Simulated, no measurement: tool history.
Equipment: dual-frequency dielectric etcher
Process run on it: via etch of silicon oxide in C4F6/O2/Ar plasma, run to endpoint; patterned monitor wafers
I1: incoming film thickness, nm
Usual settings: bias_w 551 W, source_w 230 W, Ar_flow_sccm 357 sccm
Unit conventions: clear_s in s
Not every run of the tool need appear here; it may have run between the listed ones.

Run 1, hour 0.0: usual settings; I1 100.4. Result: clear_s 26.9 s.
At hour 49.5: wet clean of the chamber.
Run 2, hour 53.3: usual settings; I1 100.3. Result: clear_s 25.7 s.
Run 3, hour 118.6: usual settings; I1 99.4. Result: clear_s 25.4 s.
Run 4, hour 147.2: usual settings; I1 101.3. Result: clear_s 26.0 s.
Run 5, hour 205.9: usual settings; I1 100.9. Result: clear_s 26.5 s.
Run 6, hour 245.4: usual settings but source_w 210 W, Ar_flow_sccm 427 sccm; I1 99.8. Result: clear_s 27.4 s.
Run 7, hour 294.9: usual settings but Ar_flow_sccm 329 sccm; I1 100.2. Result: clear_s 25.9 s.
Run 8, hour 333.3: usual settings; I1 100.2. Result: clear_s 26.5 s.
Run 9, hour 375.1: usual settings; I1 100.5. Result: clear_s 26.4 s.
Run 10, hour 426.3: usual settings; I1 100.6. Result: clear_s 27.1 s.
Run 11, hour 473.3: usual settings but bias_w 627 W, source_w 290 W, Ar_flow_sccm 309 sccm; I1 100.3. Result: clear_s 23.2 s.
Run 12, hour 499.4: usual settings but source_w 270 W; I1 98.9. Result: clear_s 25.0 s.
At hour 533.9: source power generator calibrated.
At hour 611.7: Ar flow controller replaced.
At hour 619.4: wet clean of the chamber.
Run 13, hour 656.6: usual settings but source_w 260 W, Ar_flow_sccm 312 sccm; I1 100.5. Result: clear_s 23.8 s.
At hour 695.2: upper electrode replaced.
Run 14, hour 695.7: usual settings; I1 99.7. Result: clear_s 25.4 s.
Run 15, hour 717.0: usual settings but source_w 260 W; I1 100.0. Result: clear_s 24.4 s.
At hour 735.8: bias power generator calibrated.
Run 16, hour 783.7: usual settings; I1 100.0. Result: clear_s 25.6 s.
Run 17, hour 839.5: usual settings; I1 99.2. Result: clear_s 25.7 s.
Run 18, hour 881.3: usual settings but bias_w 639 W, Ar_flow_sccm 445 sccm; I1 100.1. Result: clear_s 25.2 s.
Run 19, hour 913.3: usual settings but bias_w 496 W; I1 100.5. Result: clear_s 26.7 s.
Run 20, hour 984.0: usual settings; I1 99.9. Result: clear_s 25.8 s.
Run 21, hour 1031.0: usual settings but bias_w 610 W, source_w 280 W, Ar_flow_sccm 434 sccm; I1 100.6. Result: clear_s 24.6 s.
Run 22, hour 1061.4: usual settings but source_w 190 W, Ar_flow_sccm 318 sccm; I1 99.9. Result: clear_s 26.7 s.
Run 23, hour 1100.6: usual settings but bias_w 618 W; I1 100.2. Result: clear_s 25.5 s.
Run 24, hour 1145.3: usual settings but bias_w 512 W, source_w 200 W, Ar_flow_sccm 299 sccm; I1 99.1. Result: clear_s 27.3 s.
Run 25, hour 1174.5: usual settings but bias_w 432 W, source_w 280 W; I1 99.6. Result: clear_s 26.6 s.
Run 26, hour 1205.3: usual settings; I1 101.3. Result: clear_s 26.8 s.
At hour 1284.5: wet clean of the chamber.
Run 27, hour 1285.0: usual settings but source_w 180 W, Ar_flow_sccm 272 sccm; I1 99.2. Result: clear_s 25.8 s.
Run 28, hour 1331.3: usual settings; I1 100.4. Result: clear_s 25.7 s.
Run 29, hour 1390.5: usual settings but Ar_flow_sccm 294 sccm; I1 100.2. Result: clear_s 25.6 s.
Run 30, hour 1435.6: usual settings; I1 99.8. Result: clear_s 25.5 s.

Run-by-run hidden state of the tool:
bias power that arrives over what is set, %: 0 on each run
source power that arrives over what is set, %: 0 on each run
Ar flow that arrives over what is set, %: 0 on each run
H1: etch rate over this chamber's usual, %
run        H1
  1     -4.79
  2    -0.389
  3    -0.971
  4     -1.23
  5     -1.75
  6      -2.1
  7     -2.54
  8     -2.89
  9     -3.26
 10     -3.71
 11     -4.13
 12     -4.37
 13      1.12
 14     0.774
 15     0.584
 16   -0.0107
 17    -0.508
 18    -0.881
 19     -1.17
 20      -1.8
 21     -2.22
 22     -2.49
 23     -2.84
 24     -3.24
 25      -3.5
 26     -3.77
 27     0.409
 28  -0.00411
 29    -0.532
 30    -0.934
